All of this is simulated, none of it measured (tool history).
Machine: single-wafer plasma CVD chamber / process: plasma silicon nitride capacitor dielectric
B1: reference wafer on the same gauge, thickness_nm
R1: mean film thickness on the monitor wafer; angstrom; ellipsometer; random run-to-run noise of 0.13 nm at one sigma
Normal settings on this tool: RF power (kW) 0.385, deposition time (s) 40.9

{"run": 1, "hour": 0.0, "RF power (kW)": 0.425, "deposition time (s)": 40.9, "B1": 59.496, "R1": 532.74}
{"run": 2, "hour": 25.7, "RF power (kW)": 0.385, "deposition time (s)": 44.8, "B1": 59.475, "R1": 567.63}
{"hour": 37.8, "done": "gauge calibrated"}
{"run": 3, "hour": 47.6, "RF power (kW)": 0.365, "deposition time (s)": 40.9, "B1": 59.557, "R1": 510.46}
{"run": 4, "hour": 69.7, "RF power (kW)": 0.365, "deposition time (s)": 40.9, "B1": 59.467, "R1": 510.59}
{"run": 5, "hour": 105.4, "RF power (kW)": 0.385, "deposition time (s)": 45.2, "B1": 59.483, "R1": 571.04}
{"run": 6, "hour": 131.3, "RF power (kW)": 0.385, "deposition time (s)": 45.2, "B1": 59.534, "R1": 570.51}
{"run": 7, "hour": 144.7, "RF power (kW)": 0.385, "deposition time (s)": 45.2, "B1": 59.55, "R1": 570.67}
{"run": 8, "hour": 163.4, "RF power (kW)": 0.385, "deposition time (s)": 44.4, "B1": 59.58, "R1": 561.78}
{"run": 9, "hour": 183.4, "RF power (kW)": 0.385, "deposition time (s)": 40.9, "B1": 59.52, "R1": 514.33}
{"run": 10, "hour": 230.7, "RF power (kW)": 0.385, "deposition time (s)": 40.9, "B1": 59.482, "R1": 513.77}
{"run": 11, "hour": 247.6, "RF power (kW)": 0.385, "deposition time (s)": 40.9, "B1": 59.463, "R1": 514.46}
{"run": 12, "hour": 265.8, "RF power (kW)": 0.385, "deposition time (s)": 40.9, "B1": 59.503, "R1": 514.14}
{"run": 13, "hour": 282.4, "RF power (kW)": 0.385, "deposition time (s)": 40.9, "B1": 59.522, "R1": 514.88}
{"run": 14, "hour": 350.9, "RF power (kW)": 0.385, "deposition time (s)": 40.9, "B1": 59.486, "R1": 512.09}
{"run": 15, "hour": 372.7, "RF power (kW)": 0.385, "deposition time (s)": 46.3, "B1": 59.422, "R1": 577.72}
{"hour": 405.2, "done": "RF generator calibrated"}
{"run": 16, "hour": 405.7, "RF power (kW)": 0.385, "deposition time (s)": 46.3, "B1": 59.537, "R1": 593.72}
{"run": 17, "hour": 410.9, "RF power (kW)": 0.385, "deposition time (s)": 40.9, "B1": 59.485, "R1": 526.46}
{"run": 18, "hour": 437.6, "RF power (kW)": 0.385, "deposition time (s)": 40.9, "B1": 59.528, "R1": 522.54}
{"hour": 454.7, "done": "showerhead replaced"}
{"run": 19, "hour": 455.2, "RF power (kW)": 0.385, "deposition time (s)": 40.9, "B1": 59.498, "R1": 521.82}
{"run": 20, "hour": 484.0, "RF power (kW)": 0.385, "deposition time (s)": 40.9, "B1": 59.398, "R1": 524.53}
{"run": 21, "hour": 512.6, "RF power (kW)": 0.43, "deposition time (s)": 34.3, "B1": 59.483, "R1": 452.53}
{"run": 22, "hour": 524.9, "RF power (kW)": 0.45, "deposition time (s)": 37.4, "B1": 59.464, "R1": 500.14}
{"run": 23, "hour": 550.9, "RF power (kW)": 0.455, "deposition time (s)": 37.4, "B1": 59.581, "R1": 502.01}
{"run": 24, "hour": 574.3, "RF power (kW)": 0.335, "deposition time (s)": 36.8, "B1": 59.525, "R1": 454.18}
{"run": 25, "hour": 599.1, "RF power (kW)": 0.415, "deposition time (s)": 47.0, "B1": 59.557, "R1": 611.15}
{"run": 26, "hour": 635.1, "RF power (kW)": 0.41, "deposition time (s)": 46.4, "B1": 59.517, "R1": 603.62}
{"run": 27, "hour": 664.9, "RF power (kW)": 0.44, "deposition time (s)": 46.2, "B1": 59.428, "R1": 617.05}
{"run": 28, "hour": 687.6, "RF power (kW)": 0.385, "deposition time (s)": 40.9, "B1": 59.491, "R1": 525.54}
{"run": 29, "hour": 707.5, "RF power (kW)": 0.34, "deposition time (s)": 46.2, "B1": 59.49, "R1": 570.38}
{"run": 30, "hour": 733.1, "RF power (kW)": 0.32, "deposition time (s)": 47.3, "B1": 59.455, "R1": 575.81}
{"hour": 750.9, "done": "gauge calibrated"}
{"run": 31, "hour": 756.9, "RF power (kW)": 0.385, "deposition time (s)": 40.9, "B1": 59.517, "R1": 522.66}
{"run": 32, "hour": 777.3, "RF power (kW)": 0.41, "deposition time (s)": 38.4, "B1": 59.531, "R1": 499.75}
{"run": 33, "hour": 812.6, "RF power (kW)": 0.385, "deposition time (s)": 40.9, "B1": 59.495, "R1": 524.55}
{"run": 34, "hour": 836.8, "RF power (kW)": 0.385, "deposition time (s)": 40.9, "B1": 59.587, "R1": 521.94}
{"run": 35, "hour": 858.7, "RF power (kW)": 0.385, "deposition time (s)": 47.0, "B1": 59.503, "R1": 600.16}
{"run": 36, "hour": 889.3, "RF power (kW)": 0.385, "deposition time (s)": 40.9, "B1": 59.511, "R1": 523.66}
{"run": 37, "hour": 925.2, "RF power (kW)": 0.385, "deposition time (s)": 40.9, "B1": 59.535, "R1": 521.61}
{"run": 38, "hour": 952.1, "RF power (kW)": 0.455, "deposition time (s)": 45.2, "B1": 59.514, "R1": 605.89}
{"run": 39, "hour": 984.3, "RF power (kW)": 0.455, "deposition time (s)": 48.3, "B1": 59.539, "R1": 646.86}
{"run": 40, "hour": 1001.3, "RF power (kW)": 0.385, "deposition time (s)": 40.9, "B1": 59.559, "R1": 522.82}
{"run": 41, "hour": 1030.9, "RF power (kW)": 0.385, "deposition time (s)": 40.9, "B1": 59.58, "R1": 522.75}
{"run": 42, "hour": 1049.2, "RF power (kW)": 0.385, "deposition time (s)": 40.9, "B1": 59.515, "R1": 520.86}
{"run": 43, "hour": 1066.2, "RF power (kW)": 0.41, "deposition time (s)": 34.9, "B1": 59.513, "R1": 452.64}

State the hidden condition of the tool at each of the runs:
gauge reads high (%): 0 across all the runs
H1: delivered RF power above the setpoint (%)
run=1 H1=-5.22
run=2 H1=-5.37
run=3 H1=-5.5
run=4 H1=-5.63
run=5 H1=-5.84
run=6 H1=-6
run=7 H1=-6.08
run=8 H1=-6.2
run=9 H1=-6.33
run=10 H1=-6.63
run=11 H1=-6.74
run=12 H1=-6.87
run=13 H1=-6.98
run=14 H1=-7.45
run=15 H1=-7.6
run=16 H1=-0.818
run=17 H1=-0.818
run=18 H1=-0.82
run=19 H1=-0.823
run=20 H1=-0.83
run=21 H1=-0.84
run=22 H1=-0.845
run=23 H1=-0.857
run=24 H1=-0.871
run=25 H1=-0.888
run=26 H1=-0.916
run=27 H1=-0.943
run=28 H1=-0.965
run=29 H1=-0.987
run=30 H1=-1.02
run=31 H1=-1.05
run=32 H1=-1.07
run=33 H1=-1.12
run=34 H1=-1.16
run=35 H1=-1.2
run=36 H1=-1.25
run=37 H1=-1.32
run=38 H1=-1.37
run=39 H1=-1.44
run=40 H1=-1.47
run=41 H1=-1.54
run=42 H1=-1.58
run=43 H1=-1.62
